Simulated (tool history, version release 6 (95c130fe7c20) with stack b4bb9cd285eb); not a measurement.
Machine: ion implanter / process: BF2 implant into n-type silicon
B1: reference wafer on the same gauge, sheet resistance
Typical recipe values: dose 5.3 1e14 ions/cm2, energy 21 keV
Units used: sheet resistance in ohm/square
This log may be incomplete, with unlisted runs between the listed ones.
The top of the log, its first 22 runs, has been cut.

Run 23, hour 243.8: usual settings but dose 3.9 1e14 ions/cm2, energy 23 keV; B1 193.08. Result: sheet resistance 290.7 ohm/square.
At hour 259: Faraday cup replaced and dose calibrated.
Run 24, hour 259.5: usual settings but dose 4.75 1e14 ions/cm2, energy 28 keV; B1 193.12. Result: sheet resistance 235.11 ohm/square.
Run 25, hour 272.8: usual settings; B1 192.99. Result: sheet resistance 224.33 ohm/square.
At hour 293.3: extraction supply calibrated.
Run 26, hour 293.8: usual settings but energy 26 keV; B1 193.08. Result: sheet resistance 217.91 ohm/square.
Run 27, hour 299.3: usual settings but dose 4.48 1e14 ions/cm2, energy 15 keV; B1 193.06. Result: sheet resistance 271.47 ohm/square.
Run 28, hour 309.3: usual settings but dose 4.15 1e14 ions/cm2, energy 16.5 keV; B1 193.07. Result: sheet resistance 284.6 ohm/square.
Run 29, hour 320.9: usual settings; B1 193.03. Result: sheet resistance 226.84 ohm/square.
Run 30, hour 327.6: usual settings but dose 4.55 1e14 ions/cm2; B1 193.02. Result: sheet resistance 254.95 ohm/square.
Run 31, hour 345.5: usual settings but dose 6.03 1e14 ions/cm2; B1 193.02. Result: sheet resistance 206.57 ohm/square.
Run 32, hour 357.2: usual settings; B1 193.05. Result: sheet resistance 227.24 ohm/square.
Run 33, hour 368.3: usual settings but dose 5.93 1e14 ions/cm2, energy 15.5 keV; B1 192.91. Result: sheet resistance 224.33 ohm/square.
Run 34, hour 385.7: usual settings; B1 193.02. Result: sheet resistance 227.08 ohm/square.
Run 35, hour 396.4: usual settings but dose 4.5 1e14 ions/cm2, energy 15.5 keV; B1 192.89. Result: sheet resistance 271.7 ohm/square.
Run 36, hour 407.9: usual settings but dose 6.8 1e14 ions/cm2, energy 16 keV; B1 193. Result: sheet resistance 204.69 ohm/square.
Run 37, hour 417.1: usual settings but dose 3.84 1e14 ions/cm2, energy 25.5 keV; B1 193.02. Result: sheet resistance 288.18 ohm/square.

What if the next run were any one of these 4? Each begins from the tool's condition after run 37:
Run A, hour 417.5: usual settings; B1 ?. Result: sheet resistance ?.
Run B, hour 417.5: usual settings but dose 6.76 1e14 ions/cm2, energy 24.5 keV; B1 ?. Result: sheet resistance ?.
Run C, hour 417.5: usual settings but energy 23.5 keV; B1 ?. Result: sheet resistance ?.
Run D, hour 417.5: usual settings but dose 6.68 1e14 ions/cm2, energy 16.5 keV; B1 ?. Result: sheet resistance ?.

run      B1  sheet resistance
  A  193.07            228.26
  B  193.07            185.55
  C  193.07            223.94
  D  193.07            205.59
Stripped of hidden state, with their random variation kept, the same runs would have yielded:
run  sheet resistance
  A            224.39
  B            182.61
  C            220.02
  D            202.75
